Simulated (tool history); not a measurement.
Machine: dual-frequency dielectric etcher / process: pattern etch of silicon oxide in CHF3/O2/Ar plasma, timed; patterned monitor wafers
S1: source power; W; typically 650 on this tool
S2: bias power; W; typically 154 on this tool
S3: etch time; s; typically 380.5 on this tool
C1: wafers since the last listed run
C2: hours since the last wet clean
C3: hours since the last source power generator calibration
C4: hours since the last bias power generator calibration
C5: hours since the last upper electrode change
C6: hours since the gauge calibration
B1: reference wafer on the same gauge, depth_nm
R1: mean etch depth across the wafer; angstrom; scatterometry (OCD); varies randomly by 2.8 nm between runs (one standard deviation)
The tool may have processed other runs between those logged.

run,day,S1,S2,S3,C1,C2,C3,C4,C5,C6,B1,R1
1,0,650,154,380.5,0,143,1282.5,3166.2,5359.6,188.4,703.6,7481
2,1.212,730,154,466.5,172,172.1,1311.6,3195.3,5388.7,217.5,704.7,9684
3,2.046,730,154,466.5,118,192.1,1331.6,3215.3,5408.7,237.5,703.5,9775
4,2.629,730,154,466.5,83,206.1,1345.6,3229.3,5422.7,251.5,703.7,9762
5,3.258,650,154,380.5,89,221.2,1360.7,3244.4,5437.8,266.6,703.8,7484
6,4.192,650,154,380.5,133,243.6,1383.1,3266.8,5460.2,289,704.3,7496
7,4.796,580,154,380.5,86,258.1,1397.6,3281.3,5474.7,303.5,704.5,7099
8,5.642,580,154,380.5,120,278.4,1417.9,3301.6,5495,323.8,704.1,7086
9,6.258,610,154,380.5,87,293.2,1432.7,3316.4,5509.8,338.6,704.2,7248
10,7.521,610,154,380.5,180,323.5,1463,3346.7,5540.1,368.9,704.3,7292
11,8.246,730,154,380.5,103,340.9,1480.4,3364.1,5557.5,386.3,704.1,7918
12,10.35,730,154,380.5,300,391.4,1530.9,3414.6,5608,436.8,704.4,7968
13,11.817,650,154,380.5,209,426.6,1566.1,3449.8,5643.2,472,704.2,7470
# day 13.042: gauge calibrated
# day 13.562: wet clean of the chamber
14,13.583,650,154,380.5,109,0.5,1608.5,3492.2,5685.6,13,704,7483
15,13.683,760,165,380.5,14,2.9,1610.9,3494.6,5688,15.4,703.9,8280
16,14.7,570,132,380.5,145,27.3,1635.3,3519,5712.4,39.8,704.5,6653
17,15.804,650,154,380.5,157,53.8,1661.8,3545.5,5738.9,66.3,703.8,7427
# day 16.971: upper electrode replaced
18,16.992,500,171,435,26,82.3,1690.3,3574,0.5,94.8,703.7,7811
19,17.225,650,154,380.5,33,87.9,1695.9,3579.6,6.1,100.4,704.8,7507
# day 17.517: bias power generator calibrated
20,17.779,650,154,380.5,55,101.2,1709.2,6.3,19.4,113.7,704,7487
21,19.038,650,154,380.5,179,131.4,1739.4,36.5,49.6,143.9,702.9,7494
22,20.517,650,134,380.5,211,166.9,1774.9,72,85.1,179.4,703.7,7125
23,21.212,650,154,380.5,99,183.6,1791.6,88.7,101.8,196.1,704.3,7493
# day 21.867: source power generator calibrated
24,22.596,560,138,448.5,173,216.8,17.5,121.9,135,229.3,703.6,7906
25,23.992,650,154,429,199,250.3,51,155.4,168.5,262.8,704.7,8383
26,24.858,580,134,472,123,271.1,71.8,176.2,189.3,283.6,703.6,8359
27,25.917,740,142,436.5,150,296.5,97.2,201.6,214.7,309,704.5,8884
28,26.946,540,129,284.5,146,321.2,121.9,226.3,239.4,333.7,704.8,4809
# day 28.696: wet clean of the chamber
29,28.717,500,190,320.5,109,0.5,164.4,268.8,281.9,376.2,703.8,5988

Here are 3 independent what-if runs from the current tool condition. What would each one return?
A,28.738,650,154,380.5,2,1,164.9,269.3,282.4,376.7,?,?
B,28.738,650,154,455.5,2,1,164.9,269.3,282.4,376.7,?,?
C,28.738,750,154,424,2,1,164.9,269.3,282.4,376.7,?,?

run,B1,R1
A,704.3,7485
B,704.3,8961
C,704.3,8924
With the hidden condition removed and each run's random variation left untouched, the same runs would have given:
run,R1
A,7485
B,8961
C,8924
